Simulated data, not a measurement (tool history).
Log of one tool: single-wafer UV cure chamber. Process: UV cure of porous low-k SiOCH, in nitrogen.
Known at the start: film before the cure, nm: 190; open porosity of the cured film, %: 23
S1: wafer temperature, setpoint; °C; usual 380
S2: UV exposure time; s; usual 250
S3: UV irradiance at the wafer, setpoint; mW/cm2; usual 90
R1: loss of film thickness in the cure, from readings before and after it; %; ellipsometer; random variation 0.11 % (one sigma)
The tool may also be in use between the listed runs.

run 1 hour=0 | S1=380 S2=165 S3=102 | R1=11.765
run 2 hour=11.8 | S1=380 S2=165 S3=102 | R1=11.803
run 3 hour=22.8 | S1=372 S2=250 S3=90 | R1=12.942
run 4 hour=31.3 | S1=372 S2=250 S3=90 | R1=12.984
run 5 hour=44.1 | S1=372 S2=250 S3=90 | R1=12.948
run 6 hour=59.3 | S1=387 S2=250 S3=90 | R1=13.244
run 7 hour=75.8 | S1=387 S2=250 S3=90 | R1=13.145
run 8 hour=91.4 | S1=380 S2=250 S3=90 | R1=13.122
run 9 hour=103.4 | S1=380 S2=250 S3=90 | R1=13.069
run 10 hour=120.2 | S1=380 S2=250 S3=90 | R1=13.216
run 11 hour=137.9 | S1=380 S2=250 S3=90 | R1=13.03
-- hour=147.1 UV bulbs replaced
run 12 hour=153.1 | S1=380 S2=250 S3=90 | R1=13.054
run 13 hour=164.3 | S1=393 S2=180 S3=78 | R1=10.862
run 14 hour=173 | S1=380 S2=250 S3=56 | R1=10.586
run 15 hour=188.4 | S1=380 S2=250 S3=56 | R1=10.489
run 16 hour=205 | S1=369 S2=250 S3=103 | R1=13.189
run 17 hour=222.8 | S1=380 S2=250 S3=119 | R1=14.226
run 18 hour=236.8 | S1=380 S2=250 S3=90 | R1=12.992
run 19 hour=253.4 | S1=380 S2=180 S3=58 | R1=9.066
-- hour=272.8 quartz window cleaned
run 20 hour=273.3 | S1=390 S2=110 S3=56 | R1=7.665
run 21 hour=321.1 | S1=380 S2=250 S3=90 | R1=13.457
run 22 hour=336.2 | S1=373 S2=250 S3=121 | R1=14.971

The next listed run, before its measurement:
run 23 hour=351.2 | S1=388 S2=300 S3=68 | R1=?

R1: 12.957 %
Without the tool's hidden state the same run would have given R1 13.31 %.
